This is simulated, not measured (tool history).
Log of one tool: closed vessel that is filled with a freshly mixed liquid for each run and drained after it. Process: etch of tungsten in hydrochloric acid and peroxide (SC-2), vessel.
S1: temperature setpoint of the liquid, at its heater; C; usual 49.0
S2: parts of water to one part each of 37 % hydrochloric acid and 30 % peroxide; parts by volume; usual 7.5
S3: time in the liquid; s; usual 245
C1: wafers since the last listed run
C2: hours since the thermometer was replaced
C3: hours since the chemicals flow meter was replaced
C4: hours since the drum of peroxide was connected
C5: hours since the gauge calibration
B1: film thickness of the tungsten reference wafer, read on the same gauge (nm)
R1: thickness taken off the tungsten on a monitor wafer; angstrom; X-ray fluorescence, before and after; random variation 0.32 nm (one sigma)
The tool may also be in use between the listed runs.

run	hour	S1	S2	S3	C1	C2	C3	C4	C5	B1	R1
1	0.0	49.0	7.5	245	0	729.8	540.9	412.9	271.9	48.85	349.9
2	71.7	49.0	7.5	245	8162	801.5	612.6	484.6	343.6	48.64	354.1
3	257.9	49.0	7.5	245	21198	987.7	798.8	670.8	529.8	48.36	354.1
4	333.5	49.0	7.5	245	8606	1063.3	874.4	746.4	605.4	48.19	346.9
5	373.4	49.0	7.5	245	4542	1103.2	914.3	786.3	645.3	48.12	351.9
# hour 426.9: new drum of peroxide connected
6	467.5	49.0	7.5	245	10599	1197.3	1008.4	40.6	739.4	48.03	353.6
7	510.8	49.0	7.5	245	4929	1240.6	1051.7	83.9	782.7	47.97	349.1
8	592.0	49.0	7.5	245	9244	1321.8	1132.9	165.1	863.9	47.95	345.8
9	638.0	49.0	7.5	245	5236	1367.8	1178.9	211.1	909.9	47.94	350.1
10	719.7	49.0	10.0	245	9301	1449.5	1260.6	292.8	991.6	47.85	275.2
11	810.0	49.0	7.5	135	10280	1539.8	1350.9	383.1	1081.9	47.81	191.5
12	875.9	49.0	7.5	135	7502	1605.7	1416.8	449.0	1147.8	47.75	191.1
13	924.7	51.0	6.5	245	5555	1654.5	1465.6	497.8	1196.6	47.76	440.8
14	992.9	51.0	6.5	245	7764	1722.7	1533.8	566.0	1264.8	47.74	437.7
15	1095.0	49.0	7.5	245	11623	1824.8	1635.9	668.1	1366.9	47.66	340.8
16	1143.8	49.0	7.5	245	5555	1873.6	1684.7	716.9	1415.7	47.64	346.1
# hour 1149.7: new drum of peroxide connected
17	1249.2	49.0	10.0	200	11885	1979.0	1790.1	99.5	1521.1	47.65	224.3
18	1311.4	49.0	4.5	245	7081	2041.2	1852.3	161.7	1583.3	47.65	504.0
# hour 1335.4: gauge calibrated
# hour 1383.2: thermometer replaced
19	1387.6	40.5	7.5	380	8561	4.4	1928.5	237.9	52.2	49.75	310.4
20	1451.4	58.5	7.5	170	7263	68.2	1992.3	301.7	116.0	49.53	467.3
21	1554.6	49.0	6.0	245	11748	171.4	2095.5	404.9	219.2	49.23	418.7
# hour 1628.9: chemicals flow meter replaced
22	1637.1	49.0	7.5	245	9278	253.9	8.2	487.4	301.7	48.94	358.2
23	1723.6	57.5	7.5	340	9847	340.4	94.7	573.9	388.2	48.74	853.5

Run 24 comes next. What will it give?
24	1760.0	49.0	7.5	245	4144	376.8	131.1	610.3	424.6	?	?

{"run 24": {"B1": 48.66, "R1": 350.0}}
Without the tool's hidden state the same run would have given R1 359.7 angstrom.
